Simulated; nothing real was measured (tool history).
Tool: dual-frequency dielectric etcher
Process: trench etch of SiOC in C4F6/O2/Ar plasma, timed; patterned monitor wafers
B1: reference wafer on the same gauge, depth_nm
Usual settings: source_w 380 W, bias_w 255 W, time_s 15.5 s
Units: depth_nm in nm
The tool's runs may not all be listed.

run 1 hour=0.0 | source_w=330 bias_w=255 time_s=15.5 | B1=39.30 | depth_nm=33.15
run 2 hour=53.0 | source_w=330 bias_w=255 time_s=15.5 | B1=39.27 | depth_nm=33.12
run 3 hour=107.6 | source_w=330 bias_w=255 time_s=15.5 | B1=39.25 | depth_nm=33.00
run 4 hour=190.9 | source_w=380 bias_w=255 time_s=15.5 | B1=39.22 | depth_nm=34.08
run 5 hour=223.0 | source_w=380 bias_w=255 time_s=15.5 | B1=39.19 | depth_nm=34.10
run 6 hour=282.2 | source_w=380 bias_w=255 time_s=15.5 | B1=39.13 | depth_nm=33.97
-- hour=348.6 upper electrode replaced
-- hour=351.3 wet clean of the chamber
run 7 hour=351.8 | source_w=380 bias_w=255 time_s=15.5 | B1=39.04 | depth_nm=34.00
run 8 hour=374.2 | source_w=380 bias_w=282 time_s=15.5 | B1=39.01 | depth_nm=35.48
run 9 hour=415.7 | source_w=380 bias_w=282 time_s=15.5 | B1=38.98 | depth_nm=35.30
run 10 hour=483.4 | source_w=380 bias_w=269 time_s=15.5 | B1=38.88 | depth_nm=34.37
run 11 hour=552.8 | source_w=380 bias_w=269 time_s=15.5 | B1=38.77 | depth_nm=34.33
run 12 hour=615.2 | source_w=380 bias_w=282 time_s=15.5 | B1=38.67 | depth_nm=35.00
run 13 hour=684.7 | source_w=290 bias_w=295 time_s=15.5 | B1=38.54 | depth_nm=33.58
run 14 hour=709.4 | source_w=380 bias_w=255 time_s=12.5 | B1=38.48 | depth_nm=26.91
-- hour=736.6 source power generator calibrated
-- hour=776.7 wet clean of the chamber
run 15 hour=777.2 | source_w=380 bias_w=304 time_s=12.5 | B1=38.36 | depth_nm=29.00
run 16 hour=814.8 | source_w=380 bias_w=255 time_s=14.0 | B1=38.27 | depth_nm=30.18
-- hour=834.4 bias power generator calibrated
run 17 hour=848.0 | source_w=380 bias_w=255 time_s=12.5 | B1=38.20 | depth_nm=26.87
-- hour=850.2 gauge calibrated
run 18 hour=889.4 | source_w=330 bias_w=195 time_s=12.0 | B1=39.18 | depth_nm=22.89
run 19 hour=951.8 | source_w=310 bias_w=312 time_s=15.5 | B1=39.12 | depth_nm=35.43
run 20 hour=994.0 | source_w=380 bias_w=233 time_s=15.5 | B1=39.15 | depth_nm=32.85
run 21 hour=1033.3 | source_w=290 bias_w=255 time_s=14.0 | B1=39.13 | depth_nm=29.01
run 22 hour=1066.3 | source_w=380 bias_w=255 time_s=19.5 | B1=39.11 | depth_nm=42.86

Some steps in depth_nm between neighbouring runs. How much of each would the tool show without its hidden state too (settings, what came in, random variation), and how much is left for the hidden state, with any gauge scatter that isn't in both results?
The hidden state here: etch rate over this chamber's usual, %; source power that arrives over what is set, %; bias power that arrives over what is set, %; gauge reads high (%).
Run 14 -> 15: bias_w 255 -> 304, source power generator calibrated, wet clean of the chamber. depth_nm +2.09 nm: hidden state -0.15, all else +2.24.
Run 17 -> 18: source_w 380 -> 330, bias_w 255 -> 195, time_s 12.5 -> 12.0, gauge calibrated. depth_nm -3.98 nm: hidden state +0.67, all else -4.65.
Run 18 -> 19: source_w 330 -> 310, bias_w 195 -> 312, time_s 12.0 -> 15.5. depth_nm +12.54 nm: hidden state -0.02, all else +12.56.
Run 21 -> 22: source_w 290 -> 380, time_s 14.0 -> 19.5. depth_nm +13.85 nm: hidden state -0.04, all else +13.89.
